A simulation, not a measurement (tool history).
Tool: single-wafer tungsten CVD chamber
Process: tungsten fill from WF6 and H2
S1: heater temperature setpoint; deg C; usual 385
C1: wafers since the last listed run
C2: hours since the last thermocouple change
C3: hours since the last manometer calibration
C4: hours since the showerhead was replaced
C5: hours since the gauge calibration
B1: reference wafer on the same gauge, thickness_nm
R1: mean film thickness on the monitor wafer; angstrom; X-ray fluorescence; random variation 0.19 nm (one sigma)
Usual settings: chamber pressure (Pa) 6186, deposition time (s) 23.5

run 1 hour=0 | S1=385 chamber_pressure_(Pa)=6186 deposition_time_(s)=23.5 | C1=0 C2=1276.1 C3=918.6 C4=7146.1 C5=148.3 | B1=71.862 | R1=638.94
run 2 hour=19.3 | S1=385 chamber_pressure_(Pa)=6186 deposition_time_(s)=23.5 | C1=255 C2=1295.4 C3=937.9 C4=7165.4 C5=167.6 | B1=71.788 | R1=636.53
run 3 hour=43.9 | S1=385 chamber_pressure_(Pa)=6186 deposition_time_(s)=23.5 | C1=326 C2=1320 C3=962.5 C4=7190 C5=192.2 | B1=71.75 | R1=640.18
run 4 hour=64.8 | S1=385 chamber_pressure_(Pa)=6186 deposition_time_(s)=23.5 | C1=276 C2=1340.9 C3=983.4 C4=7210.9 C5=213.1 | B1=71.712 | R1=640.13
run 5 hour=80 | S1=381 chamber_pressure_(Pa)=6186 deposition_time_(s)=23.5 | C1=201 C2=1356.1 C3=998.6 C4=7226.1 C5=228.3 | B1=71.886 | R1=592.44
run 6 hour=101.8 | S1=381 chamber_pressure_(Pa)=6186 deposition_time_(s)=23.5 | C1=288 C2=1377.9 C3=1020.4 C4=7247.9 C5=250.1 | B1=71.903 | R1=595.91
run 7 hour=137.5 | S1=385 chamber_pressure_(Pa)=6186 deposition_time_(s)=23.5 | C1=473 C2=1413.6 C3=1056.1 C4=7283.6 C5=285.8 | B1=71.729 | R1=636.57
run 8 hour=168.1 | S1=385 chamber_pressure_(Pa)=6186 deposition_time_(s)=23.5 | C1=405 C2=1444.2 C3=1086.7 C4=7314.2 C5=316.4 | B1=71.734 | R1=637.47
run 9 hour=187.3 | S1=376 chamber_pressure_(Pa)=6186 deposition_time_(s)=23.5 | C1=254 C2=1463.4 C3=1105.9 C4=7333.4 C5=335.6 | B1=71.83 | R1=546.76
run 10 hour=202.7 | S1=385 chamber_pressure_(Pa)=6186 deposition_time_(s)=23.5 | C1=204 C2=1478.8 C3=1121.3 C4=7348.8 C5=351 | B1=71.787 | R1=638.06
run 11 hour=225.3 | S1=385 chamber_pressure_(Pa)=6186 deposition_time_(s)=23.5 | C1=299 C2=1501.4 C3=1143.9 C4=7371.4 C5=373.6 | B1=71.764 | R1=640.97
-- hour=247.8 gauge calibrated
run 12 hour=251.9 | S1=385 chamber_pressure_(Pa)=6186 deposition_time_(s)=23.5 | C1=352 C2=1528 C3=1170.5 C4=7398 C5=4.1 | B1=71.827 | R1=641.34
run 13 hour=272.3 | S1=385 chamber_pressure_(Pa)=6186 deposition_time_(s)=23.5 | C1=270 C2=1548.4 C3=1190.9 C4=7418.4 C5=24.5 | B1=71.803 | R1=642.57
run 14 hour=298.7 | S1=385 chamber_pressure_(Pa)=6186 deposition_time_(s)=23.5 | C1=349 C2=1574.8 C3=1217.3 C4=7444.8 C5=50.9 | B1=71.837 | R1=640.69
-- hour=317.1 capacitance manometer re-zeroed and calibrated
run 15 hour=330.5 | S1=385 chamber_pressure_(Pa)=6186 deposition_time_(s)=23.5 | C1=315 C2=1606.6 C3=13.4 C4=7476.6 C5=82.7 | B1=71.739 | R1=640.35
run 16 hour=359.3 | S1=385 chamber_pressure_(Pa)=6186 deposition_time_(s)=23.5 | C1=381 C2=1635.4 C3=42.2 C4=7505.4 C5=111.5 | B1=71.809 | R1=643.95
-- hour=379 thermocouple changed; heater temperature recalibrated
run 17 hour=384.1 | S1=385 chamber_pressure_(Pa)=4973 deposition_time_(s)=21.8 | C1=222 C2=5.1 C3=67 C4=7530.2 C5=136.3 | B1=71.804 | R1=524.77
run 18 hour=412.1 | S1=394 chamber_pressure_(Pa)=5706 deposition_time_(s)=27.7 | C1=371 C2=33.1 C3=95 C4=7558.2 C5=164.3 | B1=71.781 | R1=816.85
run 19 hour=444.2 | S1=385 chamber_pressure_(Pa)=6186 deposition_time_(s)=23.5 | C1=425 C2=65.2 C3=127.1 C4=7590.3 C5=196.4 | B1=71.769 | R1=608.14
-- hour=463.9 showerhead replaced
run 20 hour=464.4 | S1=394 chamber_pressure_(Pa)=5800 deposition_time_(s)=21.9 | C1=161 C2=85.4 C3=147.3 C4=0.5 C5=216.6 | B1=71.807 | R1=647.49
run 21 hour=476.1 | S1=391 chamber_pressure_(Pa)=7159 deposition_time_(s)=21.6 | C1=155 C2=97.1 C3=159 C4=12.2 C5=228.3 | B1=71.822 | R1=654.05
run 22 hour=507.8 | S1=371 chamber_pressure_(Pa)=7546 deposition_time_(s)=22.2 | C1=420 C2=128.8 C3=190.7 C4=43.9 C5=260 | B1=71.816 | R1=480.86
run 23 hour=520.5 | S1=381 chamber_pressure_(Pa)=6186 deposition_time_(s)=23.5 | C1=168 C2=141.5 C3=203.4 C4=56.6 C5=272.7 | B1=71.833 | R1=570.07
run 24 hour=542.8 | S1=370 chamber_pressure_(Pa)=7573 deposition_time_(s)=24.8 | C1=295 C2=163.8 C3=225.7 C4=78.9 C5=295 | B1=71.805 | R1=527.36
run 25 hour=557.1 | S1=376 chamber_pressure_(Pa)=5160 deposition_time_(s)=21.4 | C1=189 C2=178.1 C3=240 C4=93.2 C5=309.3 | B1=71.801 | R1=445.05
run 26 hour=585.1 | S1=395 chamber_pressure_(Pa)=6853 deposition_time_(s)=24.7 | C1=371 C2=206.1 C3=268 C4=121.2 C5=337.3 | B1=71.731 | R1=796.16
-- hour=597 gauge calibrated
run 27 hour=606.7 | S1=385 chamber_pressure_(Pa)=6786 deposition_time_(s)=28 | C1=286 C2=227.7 C3=289.6 C4=142.8 C5=9.7 | B1=71.802 | R1=755.83
run 28 hour=624.8 | S1=385 chamber_pressure_(Pa)=6999 deposition_time_(s)=19.4 | C1=239 C2=245.8 C3=307.7 C4=160.9 C5=27.8 | B1=71.849 | R1=530.28
run 29 hour=651.9 | S1=371 chamber_pressure_(Pa)=6186 deposition_time_(s)=25.1 | C1=359 C2=272.9 C3=334.8 C4=188 C5=54.9 | B1=71.849 | R1=509.76
run 30 hour=670.2 | S1=385 chamber_pressure_(Pa)=7626 deposition_time_(s)=19.3 | C1=242 C2=291.2 C3=353.1 C4=206.3 C5=73.2 | B1=71.84 | R1=543.44
run 31 hour=682.7 | S1=378 chamber_pressure_(Pa)=6186 deposition_time_(s)=23.5 | C1=165 C2=303.7 C3=365.6 C4=218.8 C5=85.7 | B1=71.829 | R1=544.77
run 32 hour=718.3 | S1=385 chamber_pressure_(Pa)=6186 deposition_time_(s)=23.5 | C1=471 C2=339.3 C3=401.2 C4=254.4 C5=121.3 | B1=71.843 | R1=612.57

Forecast each of these 4 alternatives for the next run:
run A hour=718.7 | S1=385 chamber_pressure_(Pa)=6186 deposition_time_(s)=23.5 | C1=5 C2=339.7 C3=401.6 C4=254.8 C5=121.7 | B1=? | R1=?
run B hour=718.7 | S1=385 chamber_pressure_(Pa)=6186 deposition_time_(s)=18.9 | C1=5 C2=339.7 C3=401.6 C4=254.8 C5=121.7 | B1=? | R1=?
run C hour=718.7 | S1=393 chamber_pressure_(Pa)=6186 deposition_time_(s)=27 | C1=5 C2=339.7 C3=401.6 C4=254.8 C5=121.7 | B1=? | R1=?
run D hour=718.7 | S1=399 chamber_pressure_(Pa)=7346 deposition_time_(s)=19.5 | C1=5 C2=339.7 C3=401.6 C4=254.8 C5=121.7 | B1=? | R1=?

run=A B1=71.763 R1=616.16
run=B B1=71.763 R1=495.08
run=C B1=71.763 R1=812.24
run=D B1=71.763 R1=686.94
Without the tool's hidden state the same runs would have given:
run=A R1=610.43
run=B R1=490.47
run=C R1=805.02
run=D R1=680.92

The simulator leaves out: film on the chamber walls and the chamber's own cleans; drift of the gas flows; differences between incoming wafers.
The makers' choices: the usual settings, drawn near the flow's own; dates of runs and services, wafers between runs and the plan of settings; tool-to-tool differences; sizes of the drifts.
